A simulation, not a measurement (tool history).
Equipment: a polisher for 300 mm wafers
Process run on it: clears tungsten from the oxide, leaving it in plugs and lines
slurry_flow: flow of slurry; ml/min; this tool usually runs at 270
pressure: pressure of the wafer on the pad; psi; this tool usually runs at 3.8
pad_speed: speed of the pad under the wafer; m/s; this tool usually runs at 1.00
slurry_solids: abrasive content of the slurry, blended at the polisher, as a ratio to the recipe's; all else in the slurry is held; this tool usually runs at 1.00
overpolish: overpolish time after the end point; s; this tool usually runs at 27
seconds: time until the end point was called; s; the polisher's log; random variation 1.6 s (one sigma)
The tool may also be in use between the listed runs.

| run | hour | slurry_flow | pressure | pad_speed | slurry_solids | overpolish | incoming thickness of the incoming film, nm | seconds |
|---|---|---|---|---|---|---|---|---|
| 1 | 0.0 | 270 | 3.8 | 1.00 | 1.00 | 27 | 602.2 | 125.4 |
| 2 | 17.2 | 270 | 3.8 | 0.92 | 1.00 | 27 | 608.3 | 143.5 |
| 3 | 30.9 | 270 | 3.8 | 1.00 | 1.00 | 27 | 589.3 | 113.6 |
| 4 | 47.2 | 270 | 3.8 | 1.00 | 1.00 | 27 | 604.3 | 116.7 |
| 5 | 54.2 | 270 | 3.8 | 1.00 | 1.00 | 27 | 603.7 | 116.9 |
| 6 | 61.1 | 270 | 3.8 | 1.00 | 1.00 | 27 | 601.2 | 114.6 |
| 7 | 69.1 | 270 | 3.8 | 1.00 | 1.00 | 27 | 595.9 | 116.4 |
| 8 | 79.6 | 270 | 3.8 | 1.00 | 1.00 | 27 | 588.8 | 117.8 |
| 9 | 97.3 | 270 | 3.8 | 1.00 | 1.00 | 27 | 600.8 | 120.8 |
| 10 | 105.5 | 270 | 3.8 | 1.00 | 1.00 | 27 | 594.4 | 120.0 |
| 11 | 122.6 | 270 | 3.8 | 1.00 | 1.00 | 27 | 601.8 | 126.7 |
| 12 | 137.3 | 270 | 3.8 | 1.00 | 1.00 | 27 | 592.2 | 127.9 |
| 13 | 148.5 | 335 | 2.5 | 1.14 | 1.00 | 27 | 607.2 | 155.6 |
| 14 | 161.9 | 270 | 3.8 | 1.12 | 1.25 | 27 | 597.1 | 94.8 |
| 15 | 168.9 | 340 | 2.8 | 1.00 | 1.00 | 36 | 588.9 | 152.6 |
| 16 | 179.2 | 270 | 3.8 | 1.00 | 1.00 | 27 | 592.7 | 116.3 |
| 17 | 186.1 | 270 | 3.8 | 1.00 | 1.00 | 27 | 593.0 | 116.1 |
| 18 | 201.2 | 245 | 3.8 | 0.90 | 0.90 | 27 | 594.2 | 132.6 |
| 19 | 215.3 | 270 | 4.4 | 0.72 | 1.00 | 27 | 593.3 | 133.3 |
| 20 | 223.6 | 210 | 3.8 | 1.00 | 1.00 | 27 | 589.1 | 125.4 |
| 21 | 235.7 | 270 | 3.8 | 1.00 | 1.00 | 27 | 608.9 | 128.6 |
| 22 | 276.5 | 270 | 3.8 | 1.00 | 1.00 | 27 | 587.9 | 114.8 |
| 23 | 291.6 | 270 | 3.1 | 1.00 | 1.00 | 27 | 594.0 | 133.2 |
| 24 | 302.5 | 270 | 3.8 | 0.86 | 0.85 | 27 | 598.0 | 131.3 |
| 25 | 332.2 | 200 | 3.8 | 0.86 | 1.15 | 27 | 604.7 | 133.6 |

Missing from the log above: 11 entries noted between runs. For each, name the pair of listed runs it sits between and say how the tool's hidden condition differs from the listed run just before to the listed run just after:
From run 2 to run 3: slurry blender recalibrated (hour 29.3)
  abrasive missing from the slurry, %: 37.5 -> 2.93
  measured result minus the result with no hidden state, seconds: +17.0 -> +0.9 s
From run 8 to run 9: slurry tank refilled with fresh slurry and peroxide (hour 86.4); worn pad replaced by a new one (hour 89.6); slurry nozzle cleaned (hour 95.0)
  abrasive missing from the slurry, %: 11 -> 17.6
  measured result minus the result with no hidden state, seconds: +3.6 -> +6.1 s
From run 11 to run 12: head pressure recalibrated (hour 127.9)
  abrasive missing from the slurry, %: 30.6 -> 40
  measured result minus the result with no hidden state, seconds: +11.8 -> +16.4 s
From run 12 to run 13: slurry blender recalibrated (hour 145.4)
  abrasive missing from the slurry, %: 40 -> 7.39
  measured result minus the result with no hidden state, seconds: +16.4 -> +3.2 s
From run 16 to run 17: slurry tank refilled with fresh slurry and peroxide (hour 182.6)
  abrasive missing from the slurry, %: 11 -> 12.6
  measured result minus the result with no hidden state, seconds: +3.5 -> +4.1 s
From run 17 to run 18: worn pad replaced by a new one, of another model than before (hour 190.2)
  abrasive missing from the slurry, %: 12.6 -> 17.3
  measured result minus the result with no hidden state, seconds: +4.1 -> +6.4 s
From run 21 to run 22: slurry blender recalibrated (hour 252.3); slurry tank refilled with fresh slurry and peroxide (hour 273.5); worn pad replaced by a new one (hour 275.9)
  abrasive missing from the slurry, %: 33.3 -> 8.21
  measured result minus the result with no hidden state, seconds: +13.2 -> +2.5 s
